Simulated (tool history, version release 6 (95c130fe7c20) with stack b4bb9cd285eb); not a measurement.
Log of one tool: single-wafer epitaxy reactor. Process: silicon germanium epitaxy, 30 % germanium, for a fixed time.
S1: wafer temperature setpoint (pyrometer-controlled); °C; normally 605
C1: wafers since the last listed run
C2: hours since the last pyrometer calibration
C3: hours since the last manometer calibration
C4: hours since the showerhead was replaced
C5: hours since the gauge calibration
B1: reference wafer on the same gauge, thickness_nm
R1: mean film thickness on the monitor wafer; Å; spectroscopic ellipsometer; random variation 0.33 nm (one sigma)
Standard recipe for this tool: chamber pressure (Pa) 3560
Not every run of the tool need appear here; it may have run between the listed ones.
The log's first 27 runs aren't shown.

Run 28, hour 300.8: usual settings but chamber pressure (Pa) 4346; C1 121; C2 215.7; C3 161.8; C4 3215.0; C5 148.9; B1 80.084. Result: R1 885.18 Å.
Run 29, hour 306.9: usual settings but S1 600 °C, chamber pressure (Pa) 4200; C1 72; C2 221.8; C3 167.9; C4 3221.1; C5 155.0; B1 80.056. Result: R1 805.61 Å.
At hour 321.1: showerhead replaced.
Run 30, hour 321.6: usual settings but S1 592 °C; C1 79; C2 236.5; C3 182.6; C4 0.5; C5 169.7; B1 80.127. Result: R1 675.89 Å.
Run 31, hour 323.1: usual settings but S1 613 °C; C1 17; C2 238.0; C3 184.1; C4 2.0; C5 171.2; B1 80.049. Result: R1 949.39 Å.
Run 32, hour 332.0: usual settings but S1 615 °C, chamber pressure (Pa) 2866; C1 105; C2 246.9; C3 193.0; C4 10.9; C5 180.1; B1 80.016. Result: R1 920.07 Å.
Run 33, hour 385.5: usual settings but S1 598 °C, chamber pressure (Pa) 3280; C1 635; C2 300.4; C3 246.5; C4 64.4; C5 233.6; B1 80.078. Result: R1 733.57 Å.
Run 34, hour 408.1: usual settings but S1 609 °C, chamber pressure (Pa) 4186; C1 268; C2 323.0; C3 269.1; C4 87.0; C5 256.2; B1 80.099. Result: R1 938.93 Å.
Run 35, hour 417.6: usual settings but S1 591 °C, chamber pressure (Pa) 3800; C1 112; C2 332.5; C3 278.6; C4 96.5; C5 265.7; B1 80.110. Result: R1 674.16 Å.
Run 36, hour 426.3: usual settings but S1 593 °C, chamber pressure (Pa) 3173; C1 103; C2 341.2; C3 287.3; C4 105.2; C5 274.4; B1 80.186. Result: R1 663.12 Å.

Alternative continuations, all from the tool just after run 36; predict every row:
Run A, hour 426.7: usual settings; C1 4; C2 341.6; C3 287.7; C4 105.6; C5 274.8; B1 ?. Result: R1 ?.
Run B, hour 426.7: usual settings but S1 617 °C, chamber pressure (Pa) 2786; C1 4; C2 341.6; C3 287.7; C4 105.6; C5 274.8; B1 ?. Result: R1 ?.
Run C, hour 426.7: usual settings but S1 595 °C, chamber pressure (Pa) 2826; C1 4; C2 341.6; C3 287.7; C4 105.6; C5 274.8; B1 ?. Result: R1 ?.

run      B1      R1
  A  80.100  838.83
  B  80.100  954.13
  C  80.100  667.63
With the hidden condition removed and each run's random variation left untouched, the same runs would have given:
run      R1
  A  831.74
  B  946.26
  C  661.87
